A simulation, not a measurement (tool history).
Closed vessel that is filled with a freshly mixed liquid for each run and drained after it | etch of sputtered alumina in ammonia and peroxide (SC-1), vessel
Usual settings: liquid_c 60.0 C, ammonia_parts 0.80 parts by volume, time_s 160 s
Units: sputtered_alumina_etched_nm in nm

| run | day | liquid_c | ammonia_parts | time_s | read-back film thickness of the sputtered alumina reference wafer, read on the same gauge (nm) | sputtered_alumina_etched_nm |
|---|---|---|---|---|---|---|
| 1 | 0.000 | 60.0 | 0.80 | 160 | 143.08 | 12.55 |
| 2 | 2.275 | 60.0 | 0.80 | 160 | 142.82 | 12.58 |
| 3 | 5.092 | 60.0 | 0.80 | 160 | 142.47 | 12.56 |
| 4 | 7.154 | 60.0 | 0.80 | 160 | 142.26 | 12.54 |
| 5 | 8.975 | 60.0 | 0.80 | 100 | 141.99 | 7.84 |
|  | 9.483 | new drum of ammonia solution connected |
| 6 | 12.067 | 65.0 | 0.80 | 160 | 141.65 | 16.12 |
|  | 17.029 | gauge calibrated |
| 7 | 20.688 | 65.0 | 0.80 | 160 | 149.32 | 16.85 |
| 8 | 24.079 | 65.0 | 0.80 | 160 | 148.92 | 16.84 |
| 9 | 25.788 | 60.0 | 0.80 | 160 | 148.71 | 13.11 |
| 10 | 28.108 | 60.0 | 0.80 | 160 | 148.47 | 12.99 |
| 11 | 30.271 | 60.0 | 0.80 | 160 | 148.16 | 12.90 |
|  | 33.279 | thermometer replaced |
| 12 | 33.300 | 56.0 | 1.20 | 195 | 147.83 | 13.33 |
| 13 | 35.800 | 68.0 | 0.95 | 220 | 147.48 | 26.99 |
| 14 | 39.271 | 69.0 | 0.60 | 160 | 147.08 | 19.66 |
|  | 40.950 | ammonia flow meter replaced |
| 15 | 41.654 | 60.0 | 0.80 | 100 | 146.82 | 8.14 |
| 16 | 44.025 | 60.0 | 1.20 | 240 | 146.55 | 20.05 |
| 17 | 45.671 | 60.0 | 1.10 | 75 | 146.33 | 6.19 |
| 18 | 47.192 | 60.0 | 0.65 | 160 | 146.17 | 12.62 |
|  | 48.042 | new drum of ammonia solution connected |
| 19 | 48.838 | 60.0 | 0.55 | 130 | 145.92 | 10.01 |
| 20 | 52.512 | 60.0 | 0.80 | 160 | 145.47 | 12.70 |
| 21 | 56.308 | 60.0 | 1.00 | 160 | 145.04 | 12.98 |
| 22 | 59.175 | 60.0 | 0.80 | 190 | 144.71 | 15.01 |
| 23 | 62.500 | 60.0 | 0.80 | 160 | 144.29 | 12.68 |
| 24 | 65.183 | 67.5 | 0.40 | 160 | 143.99 | 17.48 |
| 25 | 68.012 | 60.0 | 0.80 | 160 | 143.63 | 12.64 |
| 26 | 69.758 | 56.5 | 1.10 | 160 | 143.43 | 10.83 |
| 27 | 71.425 | 60.0 | 0.80 | 205 | 143.22 | 16.04 |
| 28 | 77.650 | 65.5 | 1.20 | 100 | 142.48 | 10.74 |
| 29 | 80.354 | 56.0 | 0.80 | 160 | 142.15 | 10.14 |

Forecast each of these 3 alternatives for the next run:
| A | 80.383 | 60.0 | 0.80 | 160 | ? | ? |
| B | 80.383 | 69.0 | 0.80 | 220 | ? | ? |
| C | 80.383 | 55.0 | 1.15 | 190 | ? | ? |

| run | read-back film thickness of the sputtered alumina reference wafer, read on the same gauge (nm) | sputtered_alumina_etched_nm |
|---|---|---|
| A | 142.14 | 12.41 |
| B | 142.14 | 26.71 |
| C | 142.14 | 11.75 |
Without the tool's hidden state the same runs would have given:
| run | sputtered_alumina_etched_nm |
|---|---|
| A | 13.09 |
| B | 28.19 |
| C | 12.40 |
